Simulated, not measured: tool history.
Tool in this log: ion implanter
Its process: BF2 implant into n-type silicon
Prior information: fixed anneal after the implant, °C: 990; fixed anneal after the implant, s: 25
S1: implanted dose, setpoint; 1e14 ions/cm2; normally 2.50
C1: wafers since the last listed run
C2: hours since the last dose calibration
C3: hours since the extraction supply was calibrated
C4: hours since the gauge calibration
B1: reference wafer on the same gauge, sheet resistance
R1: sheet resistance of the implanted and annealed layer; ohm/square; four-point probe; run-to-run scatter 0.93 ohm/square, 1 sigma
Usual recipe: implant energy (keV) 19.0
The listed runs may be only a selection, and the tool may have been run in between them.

{"run": 1, "hour": 0.0, "S1": 2.2, "implant energy (keV)": 22.5, "C1": 0, "C2": 677.2, "C3": 4319.0, "C4": 555.2, "B1": 386.26, "R1": 436.4}
{"run": 2, "hour": 26.5, "S1": 2.5, "implant energy (keV)": 23.0, "C1": 1087, "C2": 703.7, "C3": 4345.5, "C4": 581.7, "B1": 386.04, "R1": 392.04}
{"run": 3, "hour": 92.2, "S1": 2.5, "implant energy (keV)": 23.0, "C1": 2697, "C2": 769.4, "C3": 4411.2, "C4": 647.4, "B1": 385.83, "R1": 392.56}
{"run": 4, "hour": 140.3, "S1": 2.5, "implant energy (keV)": 23.0, "C1": 1974, "C2": 817.5, "C3": 4459.3, "C4": 695.5, "B1": 386.36, "R1": 393.05}
{"run": 5, "hour": 167.1, "S1": 2.08, "implant energy (keV)": 19.0, "C1": 1100, "C2": 844.3, "C3": 4486.1, "C4": 722.3, "B1": 385.89, "R1": 467.01}
{"run": 6, "hour": 200.0, "S1": 2.23, "implant energy (keV)": 22.0, "C1": 1350, "C2": 877.2, "C3": 4519.0, "C4": 755.2, "B1": 386.19, "R1": 433.3}
{"run": 7, "hour": 271.6, "S1": 2.23, "implant energy (keV)": 22.0, "C1": 2939, "C2": 948.8, "C3": 4590.6, "C4": 826.8, "B1": 385.93, "R1": 433.73}
{"run": 8, "hour": 374.3, "S1": 2.5, "implant energy (keV)": 19.0, "C1": 4216, "C2": 1051.5, "C3": 4693.3, "C4": 929.5, "B1": 386.14, "R1": 398.27}
{"run": 9, "hour": 421.9, "S1": 2.5, "implant energy (keV)": 19.0, "C1": 1954, "C2": 1099.1, "C3": 4740.9, "C4": 977.1, "B1": 385.96, "R1": 400.8}
{"run": 10, "hour": 447.4, "S1": 2.5, "implant energy (keV)": 19.0, "C1": 1046, "C2": 1124.6, "C3": 4766.4, "C4": 1002.6, "B1": 386.44, "R1": 401.38}
{"hour": 461.2, "done": "gauge calibrated"}
{"run": 11, "hour": 493.6, "S1": 2.5, "implant energy (keV)": 19.0, "C1": 1896, "C2": 1170.8, "C3": 4812.6, "C4": 32.4, "B1": 385.89, "R1": 400.45}
{"run": 12, "hour": 525.0, "S1": 2.5, "implant energy (keV)": 19.0, "C1": 1289, "C2": 1202.2, "C3": 4844.0, "C4": 63.8, "B1": 385.86, "R1": 402.56}
{"run": 13, "hour": 570.2, "S1": 2.89, "implant energy (keV)": 19.0, "C1": 1855, "C2": 1247.4, "C3": 4889.2, "C4": 109.0, "B1": 386.35, "R1": 356.94}
{"hour": 634.1, "done": "Faraday cup replaced and dose calibrated"}
{"run": 14, "hour": 637.0, "S1": 3.06, "implant energy (keV)": 19.0, "C1": 2413, "C2": 2.9, "C3": 4956.0, "C4": 175.8, "B1": 385.95, "R1": 335.73}
{"run": 15, "hour": 661.5, "S1": 2.5, "implant energy (keV)": 19.0, "C1": 1005, "C2": 27.4, "C3": 4980.5, "C4": 200.3, "B1": 386.19, "R1": 395.97}
{"hour": 690.1, "done": "extraction supply calibrated"}
{"run": 16, "hour": 703.4, "S1": 2.74, "implant energy (keV)": 19.0, "C1": 1391, "C2": 69.3, "C3": 13.3, "C4": 242.2, "B1": 385.75, "R1": 364.32}
{"run": 17, "hour": 747.3, "S1": 2.73, "implant energy (keV)": 19.0, "C1": 1802, "C2": 113.2, "C3": 57.2, "C4": 286.1, "B1": 386.27, "R1": 367.23}
{"run": 18, "hour": 779.0, "S1": 1.97, "implant energy (keV)": 19.0, "C1": 1301, "C2": 144.9, "C3": 88.9, "C4": 317.8, "B1": 386.06, "R1": 484.94}
{"run": 19, "hour": 808.8, "S1": 2.28, "implant energy (keV)": 24.0, "C1": 1223, "C2": 174.7, "C3": 118.7, "C4": 347.6, "B1": 386.1, "R1": 418.19}
{"run": 20, "hour": 840.0, "S1": 2.71, "implant energy (keV)": 23.5, "C1": 1280, "C2": 205.9, "C3": 149.9, "C4": 378.8, "B1": 386.28, "R1": 362.48}
{"run": 21, "hour": 899.0, "S1": 1.94, "implant energy (keV)": 25.0, "C1": 2422, "C2": 264.9, "C3": 208.9, "C4": 437.8, "B1": 385.83, "R1": 479.23}
{"run": 22, "hour": 940.3, "S1": 2.84, "implant energy (keV)": 13.5, "C1": 1695, "C2": 306.2, "C3": 250.2, "C4": 479.1, "B1": 386.08, "R1": 374.58}
{"run": 23, "hour": 983.7, "S1": 2.5, "implant energy (keV)": 19.0, "C1": 1781, "C2": 349.6, "C3": 293.6, "C4": 522.5, "B1": 386.42, "R1": 394.27}
{"run": 24, "hour": 1037.3, "S1": 1.97, "implant energy (keV)": 24.5, "C1": 2200, "C2": 403.2, "C3": 347.2, "C4": 576.1, "B1": 385.74, "R1": 474.51}
{"run": 25, "hour": 1073.0, "S1": 3.04, "implant energy (keV)": 16.0, "C1": 1465, "C2": 438.9, "C3": 382.9, "C4": 611.8, "B1": 386.03, "R1": 345.16}
{"run": 26, "hour": 1100.3, "S1": 2.76, "implant energy (keV)": 22.0, "C1": 1120, "C2": 466.2, "C3": 410.2, "C4": 639.1, "B1": 386.16, "R1": 360.18}

Pick out some run-to-run changes in R1. Of each, how much would a tool without hidden state show as well, from the settings, what came in and chance, and how much is left for the hidden state and any gauge scatter not in both results compared?
The hidden state here: deviation of the true dose from the Faraday cup's reading, %; deviation of the true energy from its setpoint, %; gauge reads high (%).
Run 4 -> 5: S1 2.50 -> 2.08, implant energy (keV) 23.0 -> 19.0. R1 +73.96 ohm/square: hidden state +0.89, all else +73.07.
Run 13 -> 14: S1 2.89 -> 3.06, Faraday cup replaced and dose calibrated. R1 -21.21 ohm/square: hidden state -5.72, all else -15.49.
Run 17 -> 18: S1 2.73 -> 1.97. R1 +117.71 ohm/square: hidden state +0.06, all else +117.65.
Run 24 -> 25: S1 1.97 -> 3.04, implant energy (keV) 24.5 -> 16.0. R1 -129.35 ohm/square: hidden state -0.18, all else -129.17.

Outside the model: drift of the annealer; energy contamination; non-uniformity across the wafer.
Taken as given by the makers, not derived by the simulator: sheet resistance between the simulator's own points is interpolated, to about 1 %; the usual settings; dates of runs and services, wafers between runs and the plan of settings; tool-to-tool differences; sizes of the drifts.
